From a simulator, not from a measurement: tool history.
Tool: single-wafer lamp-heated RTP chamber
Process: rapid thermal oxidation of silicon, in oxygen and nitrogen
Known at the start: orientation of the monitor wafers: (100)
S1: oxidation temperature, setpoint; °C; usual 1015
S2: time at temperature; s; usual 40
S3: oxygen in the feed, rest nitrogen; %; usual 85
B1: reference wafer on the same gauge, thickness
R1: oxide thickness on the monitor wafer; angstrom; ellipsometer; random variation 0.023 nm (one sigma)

{"run": 1, "day": 0.0, "S1": 1015, "S2": 40, "S3": 74, "B1": 5.913, "R1": 57.77}
{"run": 2, "day": 3.029, "S1": 1015, "S2": 40, "S3": 74, "B1": 5.914, "R1": 58.08}
{"run": 3, "day": 7.45, "S1": 1015, "S2": 40, "S3": 74, "B1": 5.912, "R1": 57.55}
{"run": 4, "day": 10.596, "S1": 1015, "S2": 40, "S3": 98, "B1": 5.913, "R1": 63.81}
{"run": 5, "day": 12.792, "S1": 1015, "S2": 40, "S3": 98, "B1": 5.909, "R1": 63.74}
{"run": 6, "day": 15.962, "S1": 1015, "S2": 40, "S3": 85, "B1": 5.907, "R1": 61.02}
{"run": 7, "day": 18.488, "S1": 1015, "S2": 40, "S3": 85, "B1": 5.908, "R1": 60.73}
{"day": 18.808, "done": "gauge calibrated"}
{"day": 22.079, "done": "pyrometer window cleaned and pyrometer calibrated"}
{"run": 8, "day": 22.125, "S1": 997, "S2": 31, "S3": 98, "B1": 5.912, "R1": 50.61}
{"run": 9, "day": 25.788, "S1": 1026, "S2": 45, "S3": 98, "B1": 5.908, "R1": 72.4}
{"run": 10, "day": 28.267, "S1": 1015, "S2": 28, "S3": 85, "B1": 5.91, "R1": 52.24}
{"day": 28.938, "done": "oxygen flow controller replaced"}
{"run": 11, "day": 31.171, "S1": 1015, "S2": 40, "S3": 59, "B1": 5.908, "R1": 53.43}
{"run": 12, "day": 34.667, "S1": 999, "S2": 28, "S3": 98, "B1": 5.911, "R1": 49.03}
{"run": 13, "day": 38.146, "S1": 1015, "S2": 40, "S3": 85, "B1": 5.911, "R1": 60.94}
{"run": 14, "day": 40.096, "S1": 1040, "S2": 40, "S3": 65, "B1": 5.91, "R1": 66.21}
{"run": 15, "day": 41.721, "S1": 1015, "S2": 40, "S3": 85, "B1": 5.914, "R1": 60.53}

5 ways to go on from here, each from the tool as it stands after run 15. What would each give?
{"run": "A", "day": 41.742, "S1": 1015, "S2": 23, "S3": 85, "B1": "?", "R1": "?"}
{"run": "B", "day": 41.742, "S1": 1035, "S2": 40, "S3": 85, "B1": "?", "R1": "?"}
{"run": "C", "day": 41.742, "S1": 1040, "S2": 40, "S3": 85, "B1": "?", "R1": "?"}
{"run": "D", "day": 41.742, "S1": 998, "S2": 35, "S3": 98, "B1": "?", "R1": "?"}
{"run": "E", "day": 41.742, "S1": 1015, "S2": 29, "S3": 63, "B1": "?", "R1": "?"}

run=A B1=5.906 R1=48.28
run=B B1=5.906 R1=69.73
run=C B1=5.906 R1=72.19
run=D B1=5.906 R1=53.34
run=E B1=5.906 R1=48.05
Without the tool's hidden state the same runs would have given:
run=A R1=48.28
run=B R1=69.73
run=C R1=72.19
run=D R1=53.34
run=E R1=48.05
